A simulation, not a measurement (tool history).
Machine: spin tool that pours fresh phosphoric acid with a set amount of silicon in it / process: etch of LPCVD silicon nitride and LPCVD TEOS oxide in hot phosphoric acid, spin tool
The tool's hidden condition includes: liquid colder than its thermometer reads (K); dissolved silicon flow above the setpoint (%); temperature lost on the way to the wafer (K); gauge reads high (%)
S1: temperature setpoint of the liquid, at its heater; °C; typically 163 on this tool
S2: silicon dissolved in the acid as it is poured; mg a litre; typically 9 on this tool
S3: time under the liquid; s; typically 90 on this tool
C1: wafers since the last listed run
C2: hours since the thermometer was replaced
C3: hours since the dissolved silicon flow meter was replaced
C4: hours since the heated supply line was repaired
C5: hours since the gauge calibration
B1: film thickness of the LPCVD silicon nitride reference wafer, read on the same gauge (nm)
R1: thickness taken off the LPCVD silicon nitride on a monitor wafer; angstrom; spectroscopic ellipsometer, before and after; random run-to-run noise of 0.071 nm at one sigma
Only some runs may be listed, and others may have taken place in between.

run,hour,S1,S2,S3,C1,C2,C3,C4,C5,B1,R1
1,0,163,9,90,0,1050.6,1177.3,1096.9,304.2,59.99,66.9
2,31.9,163,9,90,374,1082.5,1209.2,1128.8,336.1,59.99,66.5
3,64.7,163,9,60,385,1115.3,1242,1161.6,368.9,59.99,43.9
4,80.9,160.5,13,70,190,1131.5,1258.2,1177.8,385.1,59.98,46.6
5,108.5,165,2.5,105,323,1159.1,1285.8,1205.4,412.7,59.98,81.2
6,136.9,163,9,90,333,1187.5,1314.2,1233.8,441.1,60.02,65
# hour 166.4: dissolved silicon flow meter replaced
7,166.9,161,9,50,340,1217.5,0.5,1263.8,471.1,60.01,33.2
# hour 184.9: thermometer replaced
8,187.4,163,9,90,228,2.5,21,1284.3,491.6,60.01,70.4
9,209.5,163,9,90,259,24.6,43.1,1306.4,513.7,59.99,69.3
10,236.6,163,9,90,318,51.7,70.2,1333.5,540.8,60.01,69
# hour 245.6: heated supply line repaired
11,267.6,163,12.5,90,352,82.7,101.2,22,571.8,60.02,77.8
# hour 289.3: gauge calibrated
12,297.6,163,9,90,352,112.7,131.2,52,8.3,59.99,77.8

Predict the results of run 13:
13,312.3,160.5,13.5,90,172,127.4,145.9,66.7,23,?,?

{"run 13": {"B1": 60.01, "R1": 70.7}}
With the hidden condition absent and the run-to-run variation left alone, this run would have shown R1 72.3 angstrom.

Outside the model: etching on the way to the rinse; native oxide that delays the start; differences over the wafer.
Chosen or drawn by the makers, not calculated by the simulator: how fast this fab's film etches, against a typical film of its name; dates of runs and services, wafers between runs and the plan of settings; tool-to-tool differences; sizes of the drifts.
